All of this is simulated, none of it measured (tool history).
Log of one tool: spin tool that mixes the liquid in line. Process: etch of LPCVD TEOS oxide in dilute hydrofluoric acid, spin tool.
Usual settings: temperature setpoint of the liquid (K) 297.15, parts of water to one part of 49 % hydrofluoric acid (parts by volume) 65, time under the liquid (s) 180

run,hour,temperature setpoint of the liquid (K),parts of water to one part of 49 % hydrofluoric acid (parts by volume),time under the liquid (s),wafers since the last listed run,hours since the thermometer was replaced,hours since the hydrofluoric acid flow meter was replaced,hours since the gauge calibration,"read-back film thickness of the LPCVD TEOS oxide reference wafer, read on the same gauge (nm)",thickness taken off the LPCVD TEOS oxide on a monitor wafer (nm)
1,0,297.15,65,180,0,118.6,1484.1,2593.5,102.69,53.22
2,70.8,297.15,65,180,386,189.4,1554.9,2664.3,102.73,53.74
3,128.7,297.15,65,180,315,247.3,1612.8,2722.2,102.79,54.57
4,178.8,297.15,65,180,273,297.4,1662.9,2772.3,102.88,53.56
5,233.9,297.15,65,180,300,352.5,1718,2827.4,102.91,54.28
6,314.2,297.15,65,180,438,432.8,1798.3,2907.7,102.99,54.14
7,371.8,297.15,65,180,314,490.4,1855.9,2965.3,103.05,53.32
# hour 436.1: hydrofluoric acid flow meter replaced
8,453,297.15,65,180,437,571.6,16.9,3046.5,103.15,53.93
9,495.2,297.15,65,180,230,613.8,59.1,3088.7,103.18,54.39
# hour 511.1: gauge calibrated
10,572.9,297.15,65,180,423,691.5,136.8,61.8,100.47,52.85
# hour 623: thermometer replaced
11,627.9,300.15,65,180,294,4.9,191.8,116.8,100.53,60.36
12,664.5,297.15,50,225,199,41.5,228.4,153.4,100.55,86.47
13,750.2,300.15,95,280,467,127.2,314.1,239.1,100.66,61.19
14,840.1,293.15,85,285,490,217.1,404,329,100.76,52.64
15,884.2,294.65,80,70,240,261.2,448.1,373.1,100.78,14.93
16,1074.2,294.65,65,180,1036,451.2,638.1,563.1,100.96,48.07
17,1154.1,297.15,65,180,435,531.1,718,643,101.05,53.57
18,1248.3,294.65,65,180,514,625.3,812.2,737.2,101.14,47.68
19,1340.9,294.15,65,235,505,717.9,904.8,829.8,101.25,61.71
20,1429.9,297.15,65,180,485,806.9,993.8,918.8,101.31,52.81
21,1480,299.65,65,80,273,857,1043.9,968.9,101.42,26.2
22,1578.6,302.15,65,180,538,955.6,1142.5,1067.5,101.46,65.43
# hour 1594.7: thermometer replaced
23,1618.9,297.15,65,180,214,24.2,1182.8,1107.8,101.53,53.17
24,1672.5,300.65,65,70,292,77.8,1236.4,1161.4,101.58,23.94
25,1725.2,297.15,65,90,287,130.5,1289.1,1214.1,101.62,26.66
26,1995,297.15,50,225,1472,400.3,1558.9,1483.9,101.92,88.77
27,2060.4,297.15,65,180,356,465.7,1624.3,1549.3,101.98,53.7
28,2158.4,297.15,65,180,534,563.7,1722.3,1647.3,102.1,54.04
29,2219.2,297.15,65,180,331,624.5,1783.1,1708.1,102.12,53.43
30,2264.6,300.15,80,145,247,669.9,1828.5,1753.5,102.17,38.44
# hour 2287: hydrofluoric acid flow meter replaced
31,2343.8,300.65,65,115,426,749.1,56.8,1832.7,102.27,39.08
32,2436.7,297.15,85,180,506,842,149.7,1925.6,102.37,40.29
33,2484.4,297.15,65,120,260,889.7,197.4,1973.3,102.4,35.69

Forecast each of these 4 alternatives for the next run:
A,2484.9,297.15,65,180,2,890.2,197.9,1973.8,?,?
B,2484.9,301.65,95,215,2,890.2,197.9,1973.8,?,?
C,2484.9,294.65,80,180,2,890.2,197.9,1973.8,?,?
D,2484.9,299.65,65,125,2,890.2,197.9,1973.8,?,?

run,"read-back film thickness of the LPCVD TEOS oxide reference wafer, read on the same gauge (nm)",thickness taken off the LPCVD TEOS oxide on a monitor wafer (nm)
A,102.44,53.54
B,102.44,50.2
C,102.44,38.55
D,102.44,41.12
Without the tool's hidden state the same runs would have given:
run,thickness taken off the LPCVD TEOS oxide on a monitor wafer (nm)
A,52.28
B,49.02
C,37.64
D,40.15

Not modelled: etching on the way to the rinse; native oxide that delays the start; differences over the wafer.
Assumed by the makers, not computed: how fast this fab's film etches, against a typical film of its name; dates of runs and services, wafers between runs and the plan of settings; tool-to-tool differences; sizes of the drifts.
